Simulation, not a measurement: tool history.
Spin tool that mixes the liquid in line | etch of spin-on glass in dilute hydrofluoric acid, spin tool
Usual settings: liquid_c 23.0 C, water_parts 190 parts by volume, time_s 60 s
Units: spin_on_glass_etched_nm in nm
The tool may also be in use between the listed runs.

| run | hour | liquid_c | water_parts | time_s | wafers since the last listed run | hours since the thermometer was replaced | hours since the hydrofluoric acid flow meter was replaced | hours since the gauge calibration | read-back film thickness of the spin-on glass reference wafer, read on the same gauge (nm) | spin_on_glass_etched_nm |
|---|---|---|---|---|---|---|---|---|---|---|
| 1 | 0.0 | 23.0 | 190 | 60 | 0 | 907.1 | 589.2 | 196.3 | 29.96 | 10.09 |
| 2 | 19.2 | 23.0 | 190 | 60 | 143 | 926.3 | 608.4 | 215.5 | 30.00 | 10.00 |
| 3 | 44.8 | 23.0 | 190 | 60 | 191 | 951.9 | 634.0 | 241.1 | 30.02 | 10.15 |
| 4 | 69.6 | 23.0 | 190 | 60 | 185 | 976.7 | 658.8 | 265.9 | 29.97 | 9.96 |
| 5 | 116.8 | 23.0 | 190 | 60 | 353 | 1023.9 | 706.0 | 313.1 | 30.00 | 9.89 |
| 6 | 173.1 | 23.0 | 190 | 60 | 422 | 1080.2 | 762.3 | 369.4 | 29.99 | 9.96 |
| 7 | 194.6 | 23.0 | 190 | 60 | 161 | 1101.7 | 783.8 | 390.9 | 30.03 | 10.01 |
| 8 | 216.0 | 23.0 | 190 | 60 | 160 | 1123.1 | 805.2 | 412.3 | 30.03 | 9.91 |
| 9 | 228.1 | 20.5 | 160 | 60 | 90 | 1135.2 | 817.3 | 424.4 | 29.97 | 11.10 |
| 10 | 244.2 | 23.0 | 190 | 60 | 120 | 1151.3 | 833.4 | 440.5 | 29.98 | 9.85 |
|  | 247.3 | gauge calibrated |
| 11 | 257.2 | 23.0 | 190 | 60 | 97 | 1164.3 | 846.4 | 9.9 | 29.98 | 9.89 |
| 12 | 288.1 | 23.0 | 190 | 60 | 231 | 1195.2 | 877.3 | 40.8 | 29.99 | 9.82 |
| 13 | 322.2 | 23.0 | 240 | 60 | 255 | 1229.3 | 911.4 | 74.9 | 30.00 | 7.39 |
|  | 339.4 | thermometer replaced |
|  | 342.9 | hydrofluoric acid flow meter replaced |
| 14 | 353.7 | 23.0 | 190 | 75 | 221 | 14.3 | 10.8 | 106.4 | 29.98 | 13.03 |
| 15 | 373.6 | 23.0 | 230 | 60 | 149 | 34.2 | 30.7 | 126.3 | 29.99 | 8.24 |
| 16 | 407.3 | 23.0 | 165 | 60 | 252 | 67.9 | 64.4 | 160.0 | 29.98 | 12.22 |
| 17 | 424.9 | 23.0 | 190 | 60 | 131 | 85.5 | 82.0 | 177.6 | 30.00 | 10.20 |
| 18 | 451.4 | 24.5 | 100 | 60 | 198 | 112.0 | 108.5 | 204.1 | 30.00 | 23.07 |
| 19 | 478.6 | 27.5 | 255 | 75 | 203 | 139.2 | 135.7 | 231.3 | 30.00 | 10.45 |

Some steps in spin_on_glass_etched_nm between neighbouring runs. How much of each would the tool show without its hidden state too (settings, what came in, random variation), and how much is left for the hidden state, with any gauge scatter that isn't in both results?
The hidden state here: liquid hotter than its thermometer reads (K); hydrofluoric acid flow below the setpoint (%); gauge reads high (%).
Run 13 -> 14: water_parts 240 -> 190, time_s 60 -> 75, thermometer replaced, hydrofluoric acid flow meter replaced. spin_on_glass_etched_nm +5.64 nm: hidden state +0.35, all else +5.29.
Run 17 -> 18: liquid_c 23.0 -> 24.5, water_parts 190 -> 100. spin_on_glass_etched_nm +12.87 nm: hidden state -0.28, all else +13.15.
